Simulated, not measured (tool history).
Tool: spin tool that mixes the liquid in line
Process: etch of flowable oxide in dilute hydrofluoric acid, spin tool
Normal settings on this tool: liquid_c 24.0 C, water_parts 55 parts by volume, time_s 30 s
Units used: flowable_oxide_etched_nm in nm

run	hour	liquid_c	water_parts	time_s	read-back film thickness of the flowable oxide reference wafer, read on the same gauge (nm)	flowable_oxide_etched_nm
1	0.0	24.0	55	30	120.02	33.47
2	7.4	25.5	55	30	119.99	35.96
3	20.7	26.5	55	30	120.01	37.18
4	31.5	24.0	55	15	120.00	16.82
5	46.3	24.0	55	15	120.00	16.96
6	60.3	24.0	55	25	120.01	28.31
7	66.7	24.0	55	25	119.98	28.30
8	76.2	24.0	75	30	119.98	24.29
9	86.9	24.0	55	30	119.98	34.11
10	96.4	24.0	55	30	120.01	33.93
11	107.2	24.0	55	30	120.04	34.03
12	124.2	24.0	55	30	120.00	34.00
13	140.5	22.5	70	30	119.98	24.57
14	156.0	24.0	55	30	119.99	34.27
15	163.0	20.5	40	15	120.05	20.64
16	177.6	24.0	55	30	119.96	34.04
17	185.1	24.0	35	30	120.04	55.16
18	200.3	24.0	55	45	119.96	47.78
19	215.8	19.5	80	15	119.98	8.84
20	232.6	26.0	70	15	119.97	13.48
21	245.6	21.5	55	15	120.04	14.42
22	260.9	24.0	55	30	120.03	32.17
23	276.5	20.0	55	30	120.04	27.21
24	285.8	26.0	75	30	119.98	24.84
25	298.1	24.0	55	30	120.01	32.15
26	309.5	27.0	55	30	120.00	36.35
27	323.6	22.5	45	20	120.01	24.95
28	333.1	28.0	55	30	120.00	37.85
29	356.5	24.0	80	30	120.01	21.44
30	374.4	25.5	55	35	120.00	40.06
31	383.5	24.0	55	30	120.01	32.29
32	398.9	24.0	55	30	120.03	32.28
33	411.9	27.0	75	15	119.98	13.00

Removed from this log: 3 entries logged between the listed runs. Between which two listed runs does each belong, and how does the tool's hidden state at the listed run before it compare with that at the listed run after it?
In the gap between runs 5 and 6: gauge calibrated (hour 51.2)
  liquid hotter than its thermometer reads (K): 1.69 -> 1.71
  difference, measured minus the result without the unlogged condition, flowable_oxide_etched_nm: +1.13 -> +1.90 nm
In the gap between runs 13 and 14: hydrofluoric acid flow meter replaced (hour 152.1)
  liquid hotter than its thermometer reads (K): 1.83 -> 1.86
  difference, measured minus the result without the unlogged condition, flowable_oxide_etched_nm: +1.77 -> +2.50 nm
In the gap between runs 17 and 18: thermometer replaced (hour 187.1)
  liquid hotter than its thermometer reads (K): 1.9 -> 0.229
  difference, measured minus the result without the unlogged condition, flowable_oxide_etched_nm: +4.17 -> +0.44 nm
